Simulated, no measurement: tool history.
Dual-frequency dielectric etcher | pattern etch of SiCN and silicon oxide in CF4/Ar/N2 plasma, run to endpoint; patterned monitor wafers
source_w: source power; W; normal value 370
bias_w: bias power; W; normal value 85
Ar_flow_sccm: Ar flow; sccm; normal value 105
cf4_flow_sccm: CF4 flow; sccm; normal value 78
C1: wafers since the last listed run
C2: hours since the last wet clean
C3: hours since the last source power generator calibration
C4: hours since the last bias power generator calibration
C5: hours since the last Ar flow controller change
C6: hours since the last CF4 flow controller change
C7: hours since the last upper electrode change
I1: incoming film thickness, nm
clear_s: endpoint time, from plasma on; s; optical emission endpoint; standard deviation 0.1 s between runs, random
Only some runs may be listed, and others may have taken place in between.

run 1 hour=0.0 | source_w=370 bias_w=85 Ar_flow_sccm=105 cf4_flow_sccm=78 | C1=0 C2=444.5 C3=1970.2 C4=1397.8 C5=2899.4 C6=1220.6 C7=2160.6 | I1=10.64 | clear_s=12.8
run 2 hour=12.3 | source_w=370 bias_w=85 Ar_flow_sccm=105 cf4_flow_sccm=78 | C1=152 C2=456.8 C3=1982.5 C4=1410.1 C5=2911.7 C6=1232.9 C7=2172.9 | I1=10.60 | clear_s=12.7
run 3 hour=119.4 | source_w=370 bias_w=85 Ar_flow_sccm=105 cf4_flow_sccm=78 | C1=1332 C2=563.9 C3=2089.6 C4=1517.2 C5=3018.8 C6=1340.0 C7=2280.0 | I1=10.69 | clear_s=12.6
-- hour=159.1 wet clean of the chamber
run 4 hour=159.6 | source_w=370 bias_w=85 Ar_flow_sccm=105 cf4_flow_sccm=78 | C1=201 C2=0.5 C3=2129.8 C4=1557.4 C5=3059.0 C6=1380.2 C7=2320.2 | I1=10.59 | clear_s=13.3
run 5 hour=185.2 | source_w=370 bias_w=85 Ar_flow_sccm=120 cf4_flow_sccm=78 | C1=318 C2=26.1 C3=2155.4 C4=1583.0 C5=3084.6 C6=1405.8 C7=2345.8 | I1=10.57 | clear_s=13.5
run 6 hour=207.0 | source_w=370 bias_w=85 Ar_flow_sccm=120 cf4_flow_sccm=78 | C1=271 C2=47.9 C3=2177.2 C4=1604.8 C5=3106.4 C6=1427.6 C7=2367.6 | I1=10.57 | clear_s=13.5
run 7 hour=220.1 | source_w=370 bias_w=85 Ar_flow_sccm=105 cf4_flow_sccm=78 | C1=162 C2=61.0 C3=2190.3 C4=1617.9 C5=3119.5 C6=1440.7 C7=2380.7 | I1=10.54 | clear_s=13.2
run 8 hour=241.3 | source_w=370 bias_w=85 Ar_flow_sccm=105 cf4_flow_sccm=78 | C1=263 C2=82.2 C3=2211.5 C4=1639.1 C5=3140.7 C6=1461.9 C7=2401.9 | I1=10.54 | clear_s=12.8
-- hour=269.4 upper electrode replaced
run 9 hour=276.0 | source_w=370 bias_w=85 Ar_flow_sccm=105 cf4_flow_sccm=78 | C1=133 C2=116.9 C3=2246.2 C4=1673.8 C5=3175.4 C6=1496.6 C7=6.6 | I1=10.56 | clear_s=13.0
run 10 hour=294.0 | source_w=370 bias_w=85 Ar_flow_sccm=105 cf4_flow_sccm=78 | C1=223 C2=134.9 C3=2264.2 C4=1691.8 C5=3193.4 C6=1514.6 C7=24.6 | I1=10.67 | clear_s=13.2
run 11 hour=319.0 | source_w=370 bias_w=85 Ar_flow_sccm=88 cf4_flow_sccm=78 | C1=310 C2=159.9 C3=2289.2 C4=1716.8 C5=3218.4 C6=1539.6 C7=49.6 | I1=10.64 | clear_s=12.7
-- hour=338.5 source power generator calibrated
run 12 hour=350.3 | source_w=370 bias_w=85 Ar_flow_sccm=105 cf4_flow_sccm=78 | C1=339 C2=191.2 C3=11.8 C4=1748.1 C5=3249.7 C6=1570.9 C7=80.9 | I1=10.62 | clear_s=13.0
run 13 hour=375.1 | source_w=430 bias_w=85 Ar_flow_sccm=105 cf4_flow_sccm=90 | C1=308 C2=216.0 C3=36.6 C4=1772.9 C5=3274.5 C6=1595.7 C7=105.7 | I1=10.63 | clear_s=11.3
-- hour=391.0 Ar flow controller replaced
-- hour=409.5 bias power generator calibrated
run 14 hour=410.0 | source_w=370 bias_w=85 Ar_flow_sccm=87 cf4_flow_sccm=59 | C1=309 C2=250.9 C3=71.5 C4=0.5 C5=19.0 C6=1630.6 C7=140.6 | I1=10.55 | clear_s=12.9
run 15 hour=425.1 | source_w=440 bias_w=92 Ar_flow_sccm=121 cf4_flow_sccm=78 | C1=187 C2=266.0 C3=86.6 C4=15.6 C5=34.1 C6=1645.7 C7=155.7 | I1=10.51 | clear_s=11.0
run 16 hour=444.8 | source_w=450 bias_w=103 Ar_flow_sccm=105 cf4_flow_sccm=89 | C1=245 C2=285.7 C3=106.3 C4=35.3 C5=53.8 C6=1665.4 C7=175.4 | I1=10.64 | clear_s=10.0
-- hour=464.4 CF4 flow controller replaced
run 17 hour=480.1 | source_w=370 bias_w=85 Ar_flow_sccm=105 cf4_flow_sccm=78 | C1=364 C2=321.0 C3=141.6 C4=70.6 C5=89.1 C6=15.7 C7=210.7 | I1=10.64 | clear_s=13.1
run 18 hour=498.9 | source_w=370 bias_w=79 Ar_flow_sccm=105 cf4_flow_sccm=85 | C1=233 C2=339.8 C3=160.4 C4=89.4 C5=107.9 C6=34.5 C7=229.5 | I1=10.62 | clear_s=13.1
run 19 hour=520.9 | source_w=370 bias_w=105 Ar_flow_sccm=105 cf4_flow_sccm=78 | C1=273 C2=361.8 C3=182.4 C4=111.4 C5=129.9 C6=56.5 C7=251.5 | I1=10.59 | clear_s=11.4
run 20 hour=547.9 | source_w=370 bias_w=68 Ar_flow_sccm=95 cf4_flow_sccm=93 | C1=335 C2=388.8 C3=209.4 C4=138.4 C5=156.9 C6=83.5 C7=278.5 | I1=10.60 | clear_s=13.5
run 21 hour=567.4 | source_w=370 bias_w=85 Ar_flow_sccm=105 cf4_flow_sccm=78 | C1=242 C2=408.3 C3=228.9 C4=157.9 C5=176.4 C6=103.0 C7=298.0 | I1=10.65 | clear_s=13.0
run 22 hour=601.9 | source_w=370 bias_w=79 Ar_flow_sccm=105 cf4_flow_sccm=78 | C1=429 C2=442.8 C3=263.4 C4=192.4 C5=210.9 C6=137.5 C7=332.5 | I1=10.61 | clear_s=13.2
run 23 hour=633.7 | source_w=370 bias_w=106 Ar_flow_sccm=105 cf4_flow_sccm=95 | C1=395 C2=474.6 C3=295.2 C4=224.2 C5=242.7 C6=169.3 C7=364.3 | I1=10.70 | clear_s=11.1
run 24 hour=659.8 | source_w=370 bias_w=85 Ar_flow_sccm=105 cf4_flow_sccm=78 | C1=324 C2=500.7 C3=321.3 C4=250.3 C5=268.8 C6=195.4 C7=390.4 | I1=10.53 | clear_s=12.8

Below, each run's measurement less what the same run would have read without the hidden state. Both values contain the same run-to-run variation, but the gauge's scatter may not be the same in both:
What the log doesn't record here: etch rate over this chamber's usual, %; source power that arrives over what is set, %; bias power that arrives over what is set, %; Ar flow that arrives over what is set, %; CF4 flow that arrives over what is set, %.
run=1 clear_s=-0.5
run=2 clear_s=-0.5
run=3 clear_s=-0.7
run=4 clear_s=+0.2
run=5 clear_s=+0.1
run=6 clear_s=+0.1
run=7 clear_s=+0.0
run=8 clear_s=+0.0
run=9 clear_s=-0.1
run=10 clear_s=+0.0
run=11 clear_s=-0.1
run=12 clear_s=-0.2
run=13 clear_s=-0.1
run=14 clear_s=-0.2
run=15 clear_s=-0.2
run=16 clear_s=-0.2
run=17 clear_s=-0.3
run=18 clear_s=-0.3
run=19 clear_s=-0.3
run=20 clear_s=-0.4
run=21 clear_s=-0.4
run=22 clear_s=-0.4
run=23 clear_s=-0.4
run=24 clear_s=-0.4
